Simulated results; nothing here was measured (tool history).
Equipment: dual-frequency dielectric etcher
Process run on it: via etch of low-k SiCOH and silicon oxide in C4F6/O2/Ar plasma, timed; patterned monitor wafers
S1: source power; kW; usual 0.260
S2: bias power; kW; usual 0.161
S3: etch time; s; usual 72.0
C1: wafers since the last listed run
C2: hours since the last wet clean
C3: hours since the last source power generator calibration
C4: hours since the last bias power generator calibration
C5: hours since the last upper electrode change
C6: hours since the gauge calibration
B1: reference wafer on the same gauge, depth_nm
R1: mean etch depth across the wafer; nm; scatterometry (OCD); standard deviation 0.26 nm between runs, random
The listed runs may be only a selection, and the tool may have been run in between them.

{"run": 1, "hour": 0.0, "S1": 0.26, "S2": 0.161, "S3": 72.0, "C1": 0, "C2": 180.4, "C3": 3588.7, "C4": 3966.1, "C5": 2119.2, "C6": 1064.3, "B1": 142.0, "R1": 170.5}
{"run": 2, "hour": 58.5, "S1": 0.26, "S2": 0.161, "S3": 72.0, "C1": 548, "C2": 238.9, "C3": 3647.2, "C4": 4024.6, "C5": 2177.7, "C6": 1122.8, "B1": 142.0, "R1": 170.0}
{"run": 3, "hour": 95.1, "S1": 0.26, "S2": 0.161, "S3": 72.0, "C1": 343, "C2": 275.5, "C3": 3683.8, "C4": 4061.2, "C5": 2214.3, "C6": 1159.4, "B1": 142.0, "R1": 169.8}
{"run": 4, "hour": 160.2, "S1": 0.26, "S2": 0.161, "S3": 72.0, "C1": 610, "C2": 340.6, "C3": 3748.9, "C4": 4126.3, "C5": 2279.4, "C6": 1224.5, "B1": 142.0, "R1": 169.3}
{"run": 5, "hour": 250.7, "S1": 0.26, "S2": 0.161, "S3": 72.0, "C1": 848, "C2": 431.1, "C3": 3839.4, "C4": 4216.8, "C5": 2369.9, "C6": 1315.0, "B1": 142.0, "R1": 169.1}
{"run": 6, "hour": 325.4, "S1": 0.26, "S2": 0.161, "S3": 72.0, "C1": 700, "C2": 505.8, "C3": 3914.1, "C4": 4291.5, "C5": 2444.6, "C6": 1389.7, "B1": 142.0, "R1": 169.0}
{"run": 7, "hour": 392.9, "S1": 0.26, "S2": 0.161, "S3": 72.0, "C1": 632, "C2": 573.3, "C3": 3981.6, "C4": 4359.0, "C5": 2512.1, "C6": 1457.2, "B1": 142.0, "R1": 168.9}
{"run": 8, "hour": 445.4, "S1": 0.26, "S2": 0.161, "S3": 72.0, "C1": 492, "C2": 625.8, "C3": 4034.1, "C4": 4411.5, "C5": 2564.6, "C6": 1509.7, "B1": 142.0, "R1": 168.4}
{"hour": 484.9, "done": "wet clean of the chamber"}
{"run": 9, "hour": 520.7, "S1": 0.26, "S2": 0.161, "S3": 72.0, "C1": 480, "C2": 35.8, "C3": 4109.4, "C4": 4486.8, "C5": 2639.9, "C6": 1585.0, "B1": 141.9, "R1": 170.2}
{"hour": 559.2, "done": "gauge calibrated"}
{"run": 10, "hour": 678.1, "S1": 0.26, "S2": 0.177, "S3": 62.0, "C1": 1475, "C2": 193.2, "C3": 4266.8, "C4": 4644.2, "C5": 2797.3, "C6": 118.9, "B1": 142.0, "R1": 150.6}

What will run 11 give?
{"hour": 762.1, "done": "upper electrode replaced"}
{"run": 11, "hour": 762.6, "S1": 0.23, "S2": 0.174, "S3": 87.5, "C1": 567, "C2": 277.7, "C3": 4351.3, "C4": 4728.7, "C5": 0.5, "C6": 203.4, "B1": "?", "R1": "?"}

Run 11 gave B1 142.0, R1 202.4 nm.
If the tool had no hidden condition, the same run with the same run-to-run variation would have returned R1 207.0 nm.

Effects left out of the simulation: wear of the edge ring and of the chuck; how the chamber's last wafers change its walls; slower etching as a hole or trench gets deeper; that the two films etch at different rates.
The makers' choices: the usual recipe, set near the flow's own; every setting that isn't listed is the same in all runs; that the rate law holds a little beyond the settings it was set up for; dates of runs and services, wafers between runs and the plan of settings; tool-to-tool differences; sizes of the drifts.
